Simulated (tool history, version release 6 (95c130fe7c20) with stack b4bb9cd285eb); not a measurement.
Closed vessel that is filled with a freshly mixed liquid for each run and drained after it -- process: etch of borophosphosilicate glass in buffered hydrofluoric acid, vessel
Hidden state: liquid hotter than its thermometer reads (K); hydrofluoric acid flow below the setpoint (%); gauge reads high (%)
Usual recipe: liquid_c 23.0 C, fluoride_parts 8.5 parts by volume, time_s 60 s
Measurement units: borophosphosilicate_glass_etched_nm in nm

| run | hour | liquid_c | fluoride_parts | time_s | wafers since the last listed run | hours since the thermometer was replaced | hours since the hydrofluoric acid flow meter was replaced | hours since the gauge calibration | read-back film thickness of the borophosphosilicate glass reference wafer, read on the same gauge (nm) | borophosphosilicate_glass_etched_nm |
|---|---|---|---|---|---|---|---|---|---|---|
| 1 | 0.0 | 23.0 | 8.5 | 50 | 0 | 1756.8 | 831.0 | 857.0 | 89.99 | 81.19 |
| 2 | 42.9 | 23.0 | 8.5 | 50 | 3847 | 1799.7 | 873.9 | 899.9 | 89.98 | 81.55 |
|  | 56.6 | gauge calibrated |
| 3 | 103.7 | 23.0 | 8.5 | 60 | 5453 | 1860.5 | 934.7 | 47.1 | 90.01 | 98.93 |
| 4 | 154.2 | 23.0 | 8.5 | 60 | 4529 | 1911.0 | 985.2 | 97.6 | 90.02 | 98.47 |
| 5 | 242.8 | 23.0 | 8.5 | 60 | 7947 | 1999.6 | 1073.8 | 186.2 | 89.97 | 98.52 |
| 6 | 304.2 | 23.0 | 8.5 | 60 | 5507 | 2061.0 | 1135.2 | 247.6 | 90.01 | 97.67 |
| 7 | 403.7 | 23.0 | 8.5 | 60 | 8924 | 2160.5 | 1234.7 | 347.1 | 89.98 | 96.91 |
| 8 | 441.0 | 23.0 | 8.5 | 60 | 3345 | 2197.8 | 1272.0 | 384.4 | 90.01 | 97.95 |
| 9 | 535.7 | 24.0 | 8.5 | 80 | 8494 | 2292.5 | 1366.7 | 479.1 | 90.04 | 137.18 |
| 10 | 618.7 | 24.0 | 8.5 | 80 | 7444 | 2375.5 | 1449.7 | 562.1 | 90.01 | 136.00 |
| 11 | 690.3 | 24.0 | 8.5 | 80 | 6422 | 2447.1 | 1521.3 | 633.7 | 90.00 | 138.16 |
| 12 | 759.8 | 23.0 | 8.5 | 60 | 6233 | 2516.6 | 1590.8 | 703.2 | 89.99 | 97.27 |
| 13 | 844.4 | 23.0 | 8.5 | 60 | 7588 | 2601.2 | 1675.4 | 787.8 | 89.99 | 97.53 |
| 14 | 888.8 | 26.5 | 6.5 | 95 | 3982 | 2645.6 | 1719.8 | 832.2 | 90.01 | 247.35 |
|  | 962.2 | gauge calibrated |
| 15 | 979.7 | 23.0 | 8.5 | 60 | 8153 | 2736.5 | 1810.7 | 17.5 | 90.05 | 96.97 |
|  | 1050.0 | hydrofluoric acid flow meter replaced |
| 16 | 1050.5 | 23.0 | 8.5 | 60 | 6260 | 2807.3 | 0.5 | 88.3 | 89.98 | 100.04 |
| 17 | 1098.5 | 21.5 | 5.0 | 45 | 4305 | 2855.3 | 48.5 | 136.3 | 89.99 | 114.23 |
| 18 | 1197.0 | 23.0 | 8.5 | 50 | 8835 | 2953.8 | 147.0 | 234.8 | 90.01 | 82.31 |
| 19 | 1264.4 | 23.0 | 8.5 | 40 | 6045 | 3021.2 | 214.4 | 302.2 | 90.00 | 66.05 |
|  | 1330.1 | thermometer replaced |
| 20 | 1371.0 | 19.0 | 11.0 | 60 | 9471 | 40.9 | 321.0 | 408.8 | 89.99 | 63.25 |
| 21 | 1462.1 | 21.0 | 7.0 | 90 | 8171 | 132.0 | 412.1 | 499.9 | 90.03 | 164.28 |
| 22 | 1564.5 | 21.0 | 7.0 | 90 | 9184 | 234.4 | 514.5 | 602.3 | 89.98 | 163.39 |
| 23 | 1635.4 | 23.0 | 9.5 | 60 | 6359 | 305.3 | 585.4 | 673.2 | 90.00 | 89.64 |
| 24 | 1738.6 | 27.5 | 6.5 | 50 | 9256 | 408.5 | 688.6 | 776.4 | 89.97 | 137.45 |
| 25 | 1830.4 | 19.5 | 8.5 | 60 | 8234 | 500.3 | 780.4 | 868.2 | 90.01 | 81.03 |
| 26 | 1895.4 | 27.0 | 10.5 | 30 | 5830 | 565.3 | 845.4 | 933.2 | 90.00 | 51.05 |

Take each entry between the runs: how does the hidden state at the last listed run before it differ from the hidden state at the first listed run after it?
Run 2 -> run 3: gauge calibrated (hour 56.6)
  hydrofluoric acid flow below the setpoint (%): 1.15 -> 1.22
  the result without the hidden state subtracted from the measured one, borophosphosilicate_glass_etched_nm: -1.04 -> -1.34 nm
Run 14 -> run 15: gauge calibrated (hour 962.2)
  hydrofluoric acid flow below the setpoint (%): 2.14 -> 2.25
  the result without the hidden state subtracted from the measured one, borophosphosilicate_glass_etched_nm: -4.77 -> -2.44 nm
Run 15 -> run 16: hydrofluoric acid flow meter replaced (hour 1050.0)
  hydrofluoric acid flow below the setpoint (%): 2.25 -> 0.272
  the result without the hidden state subtracted from the measured one, borophosphosilicate_glass_etched_nm: -2.44 -> -0.30 nm
Run 19 -> run 20: thermometer replaced (hour 1330.1)
  hydrofluoric acid flow below the setpoint (%): 0.523 -> 0.648
  the result without the hidden state subtracted from the measured one, borophosphosilicate_glass_etched_nm: -0.38 -> -0.40 nm

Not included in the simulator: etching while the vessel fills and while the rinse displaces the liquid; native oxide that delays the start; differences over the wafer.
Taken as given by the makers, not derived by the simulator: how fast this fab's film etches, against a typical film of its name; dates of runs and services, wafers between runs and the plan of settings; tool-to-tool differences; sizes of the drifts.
